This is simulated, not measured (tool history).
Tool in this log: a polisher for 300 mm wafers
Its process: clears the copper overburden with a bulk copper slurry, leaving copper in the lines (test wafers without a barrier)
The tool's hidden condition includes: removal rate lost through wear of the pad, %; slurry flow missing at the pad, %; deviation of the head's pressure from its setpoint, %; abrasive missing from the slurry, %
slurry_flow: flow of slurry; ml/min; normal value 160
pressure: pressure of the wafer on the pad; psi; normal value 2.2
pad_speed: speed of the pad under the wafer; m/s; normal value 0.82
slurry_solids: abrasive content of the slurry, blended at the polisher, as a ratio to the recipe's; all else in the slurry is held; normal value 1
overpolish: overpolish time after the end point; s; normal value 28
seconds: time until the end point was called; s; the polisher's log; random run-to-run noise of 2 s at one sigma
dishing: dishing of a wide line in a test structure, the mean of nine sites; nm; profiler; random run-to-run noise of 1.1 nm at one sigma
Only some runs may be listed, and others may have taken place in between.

run,hour,slurry_flow,pressure,pad_speed,slurry_solids,overpolish,wafers since the last listed run,wafers polished on this pad,hours since the slurry nozzle was cleaned,hours since the head pressure was calibrated,hours since the slurry blender was calibrated,"incoming thickness of the incoming film, nm",seconds,dishing
1,0,160,2.2,0.82,1,28,0,994,291.2,42.4,178.1,618.5,120.8,70.4
2,64.1,160,2.2,0.82,1,22,567,1562,355.3,106.5,242.2,618.9,119.7,58.5
3,134.5,160,2.2,0.82,1,22,622,2185,425.7,176.9,312.6,609.8,122.9,59.5
4,204.3,160,2.2,0.82,1,28,617,2802,495.5,246.7,382.4,598.1,119.6,66.8
5,261,160,2.2,0.72,1,17,501,3304,552.2,303.4,439.1,616.3,142.6,43.9
6,335.1,160,2.2,0.72,1,17,655,3959,626.3,377.5,513.2,606.2,137.4,43.6
# hour 351.8: slurry nozzle cleaned
# hour 353.3: slurry blender recalibrated
# hour 426.1: worn pad replaced by a new one
7,433.4,160,2.2,0.82,1,28,812,64,81.6,475.8,80.1,615.8,114.8,70.2
8,510.6,160,2.2,0.82,1,28,683,747,158.8,553,157.3,614.2,121.3,69.7
9,569.9,160,2.8,0.82,1,22,524,1272,218.1,612.3,216.6,609.2,92.4,70.2
10,674.6,160,2.2,0.82,1,16,926,2198,322.8,717,321.3,609.2,118.3,47.3
# hour 682: head pressure recalibrated
11,732.5,160,2.8,0.82,1,28,494,2693,380.7,50.5,379.2,615.9,98.5,80.3
12,832.3,175,2.2,0.82,1,33,883,3576,480.5,150.3,479,609.9,119.3,74
# hour 892.6: slurry nozzle cleaned
# hour 910.7: slurry blender recalibrated
# hour 993.7: worn pad replaced by a new one
13,1113.2,160,2.2,1,1,42,2423,1057,220.6,431.2,202.5,602.9,94.3,93.1
14,1198.8,160,2.2,0.82,1,28,757,1814,306.2,516.8,288.1,605,117.4,68.2
15,1276.9,160,2.2,0.82,1,28,691,2505,384.3,594.9,366.2,611.5,121.3,67.2
16,1378.8,160,2.6,0.82,1,39,901,3407,486.2,696.8,468.1,621.6,102.6,91.4
# hour 1457.5: head pressure recalibrated
# hour 1512.7: slurry nozzle cleaned
# hour 1518.2: worn pad replaced by a new one
# hour 1539.3: slurry blender recalibrated
17,1609.1,130,3,0.64,1,13,1958,787,96.4,151.6,69.8,608.8,110.4,43
18,1691.2,130,1.8,0.98,1.1,28,726,1513,178.5,233.7,151.9,612.2,125.2,64.7
19,1786.5,160,1.5,0.82,1.25,28,843,2356,273.8,329,247.2,606.7,172.9,52.7
20,1829.9,160,2.2,0.82,1.25,28,384,2740,317.2,372.4,290.6,610.8,120.3,68.6
21,1866.9,160,2.2,0.82,1,28,327,3068,354.2,409.4,327.6,613.8,120.3,64.8
22,1969,115,2.2,0.82,1,12,903,3971,456.3,511.5,429.7,610.7,139.4,35.7
23,2020.1,160,2.2,0.82,1,28,452,4423,507.4,562.6,480.8,621.4,125.8,68.8
# hour 2023.7: slurry nozzle cleaned
24,2057.6,160,1.4,0.9,1,28,322,4746,33.9,600.1,518.3,605,173.4,49.5
# hour 2067.4: worn pad replaced by a new one
25,2105,160,2.2,0.82,1,28,384,332,81.3,647.5,565.7,605.2,123.3,65.7
26,2161.4,160,2.2,0.82,1,28,499,831,137.7,703.9,622.1,605.8,124.2,66.5
27,2201.1,160,2.2,0.82,1,28,351,1183,177.4,743.6,661.8,602.9,123.7,66.6

Forecast each of these 5 alternatives for the next run:
A,2201.6,140,2.2,0.82,1,28,4,1187,177.9,744.1,662.3,606.2,?,?
B,2201.6,160,2.2,0.82,1,43,4,1187,177.9,744.1,662.3,606.2,?,?
C,2201.6,160,2.8,0.66,1.1,36,4,1187,177.9,744.1,662.3,606.2,?,?
D,2201.6,160,2.2,0.96,1,20,4,1187,177.9,744.1,662.3,606.2,?,?
E,2201.6,160,1.9,0.82,1,36,4,1187,177.9,744.1,662.3,606.2,?,?

run,seconds,dishing
A,124.7,64.7
B,121.5,81.8
C,116.4,81.4
D,103.8,58.8
E,140.7,67.4
With the hidden condition removed and each run's random variation left untouched, the same runs would have given:
run,seconds,dishing
A,111.6,68.9
B,108.7,85.5
C,104,86.1
D,92.9,63
E,125.9,71.2
